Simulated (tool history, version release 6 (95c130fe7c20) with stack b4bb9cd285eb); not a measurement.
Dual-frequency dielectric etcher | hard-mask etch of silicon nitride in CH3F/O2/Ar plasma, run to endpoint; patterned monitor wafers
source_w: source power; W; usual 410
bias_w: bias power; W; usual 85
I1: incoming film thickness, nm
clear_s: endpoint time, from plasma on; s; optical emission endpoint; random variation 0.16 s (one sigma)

{"run": 1, "hour": 0.0, "source_w": 410, "bias_w": 85, "I1": 37.52, "clear_s": 46.4}
{"run": 2, "hour": 68.9, "source_w": 410, "bias_w": 85, "I1": 37.56, "clear_s": 46.4}
{"run": 3, "hour": 128.3, "source_w": 410, "bias_w": 85, "I1": 37.63, "clear_s": 46.4}
{"run": 4, "hour": 235.0, "source_w": 410, "bias_w": 97, "I1": 37.35, "clear_s": 44.2}
{"run": 5, "hour": 291.3, "source_w": 410, "bias_w": 85, "I1": 37.38, "clear_s": 46.2}
{"run": 6, "hour": 346.1, "source_w": 410, "bias_w": 85, "I1": 37.5, "clear_s": 46.4}
{"run": 7, "hour": 425.1, "source_w": 440, "bias_w": 85, "I1": 37.4, "clear_s": 44.6}
{"run": 8, "hour": 478.7, "source_w": 440, "bias_w": 85, "I1": 37.95, "clear_s": 45.8}
{"hour": 555.3, "done": "wet clean of the chamber"}
{"run": 9, "hour": 555.8, "source_w": 410, "bias_w": 85, "I1": 37.3, "clear_s": 45.8}
{"run": 10, "hour": 645.9, "source_w": 410, "bias_w": 85, "I1": 37.27, "clear_s": 45.8}
{"run": 11, "hour": 752.1, "source_w": 410, "bias_w": 85, "I1": 37.22, "clear_s": 46.2}
{"run": 12, "hour": 819.3, "source_w": 410, "bias_w": 85, "I1": 37.49, "clear_s": 46.3}
{"run": 13, "hour": 913.2, "source_w": 410, "bias_w": 85, "I1": 37.4, "clear_s": 46}
{"run": 14, "hour": 995.8, "source_w": 410, "bias_w": 85, "I1": 37.31, "clear_s": 45.8}
{"run": 15, "hour": 1050.7, "source_w": 410, "bias_w": 85, "I1": 37.82, "clear_s": 46.4}
{"run": 16, "hour": 1103.1, "source_w": 330, "bias_w": 104, "I1": 37.27, "clear_s": 47.3}
{"hour": 1135.6, "done": "upper electrode replaced"}
{"run": 17, "hour": 1160.1, "source_w": 450, "bias_w": 85, "I1": 37.21, "clear_s": 43.8}
{"hour": 1181.1, "done": "source power generator calibrated"}
{"hour": 1227.5, "done": "wet clean of the chamber"}
{"run": 18, "hour": 1229.0, "source_w": 500, "bias_w": 85, "I1": 37.62, "clear_s": 42}
{"run": 19, "hour": 1302.1, "source_w": 490, "bias_w": 101, "I1": 36.99, "clear_s": 39.4}
{"run": 20, "hour": 1352.7, "source_w": 480, "bias_w": 85, "I1": 37.68, "clear_s": 43}
{"run": 21, "hour": 1430.6, "source_w": 410, "bias_w": 95, "I1": 37.54, "clear_s": 44.1}
{"run": 22, "hour": 1503.1, "source_w": 480, "bias_w": 85, "I1": 37.18, "clear_s": 42.2}
{"run": 23, "hour": 1603.1, "source_w": 350, "bias_w": 85, "I1": 37.08, "clear_s": 48.7}
{"run": 24, "hour": 1710.4, "source_w": 320, "bias_w": 77, "I1": 37.98, "clear_s": 53.5}
{"hour": 1785.2, "done": "bias power generator calibrated"}
{"hour": 1794.5, "done": "wet clean of the chamber"}
{"run": 25, "hour": 1798.5, "source_w": 410, "bias_w": 85, "I1": 36.92, "clear_s": 45.2}
{"run": 26, "hour": 1861.1, "source_w": 470, "bias_w": 105, "I1": 37.37, "clear_s": 40.4}
{"run": 27, "hour": 1913.6, "source_w": 370, "bias_w": 103, "I1": 37.56, "clear_s": 45.5}
{"run": 28, "hour": 1984.6, "source_w": 410, "bias_w": 85, "I1": 37.24, "clear_s": 46}
{"run": 29, "hour": 2047.8, "source_w": 450, "bias_w": 72, "I1": 37.6, "clear_s": 46.7}
{"run": 30, "hour": 2139.0, "source_w": 410, "bias_w": 92, "I1": 37.76, "clear_s": 45.2}
{"run": 31, "hour": 2201.3, "source_w": 410, "bias_w": 85, "I1": 37.94, "clear_s": 46.7}
{"run": 32, "hour": 2281.7, "source_w": 410, "bias_w": 85, "I1": 37.44, "clear_s": 46}
{"run": 33, "hour": 2383.6, "source_w": 450, "bias_w": 72, "I1": 37.15, "clear_s": 46.3}
{"hour": 2497.4, "done": "wet clean of the chamber"}
{"run": 34, "hour": 2497.9, "source_w": 380, "bias_w": 104, "I1": 37.23, "clear_s": 44.4}

Some steps in clear_s between neighbouring runs. How much of each would the tool show without its hidden state too (settings, what came in, random variation), and how much is left for the hidden state, with any gauge scatter that isn't in both results?
The hidden state here: etch rate over this chamber's usual, %; source power that arrives over what is set, %; bias power that arrives over what is set, %.
Run 1 -> 2: no setting changed, nothing entered. clear_s +0 s: hidden state +0.1, all else -0.1.
Run 2 -> 3: no setting changed, nothing entered. clear_s +0 s: hidden state -0.1, all else +0.1.
Run 22 -> 23: source_w 480 -> 350. clear_s +6.5 s: hidden state -0.1, all else +6.6.
Run 24 -> 25: source_w 320 -> 410, bias_w 77 -> 85, bias power generator calibrated, wet clean of the chamber. clear_s -8.3 s: hidden state +0.6, all else -8.9.
Run 26 -> 27: source_w 470 -> 370, bias_w 105 -> 103. clear_s +5.1 s: hidden state +0.1, all else +5.

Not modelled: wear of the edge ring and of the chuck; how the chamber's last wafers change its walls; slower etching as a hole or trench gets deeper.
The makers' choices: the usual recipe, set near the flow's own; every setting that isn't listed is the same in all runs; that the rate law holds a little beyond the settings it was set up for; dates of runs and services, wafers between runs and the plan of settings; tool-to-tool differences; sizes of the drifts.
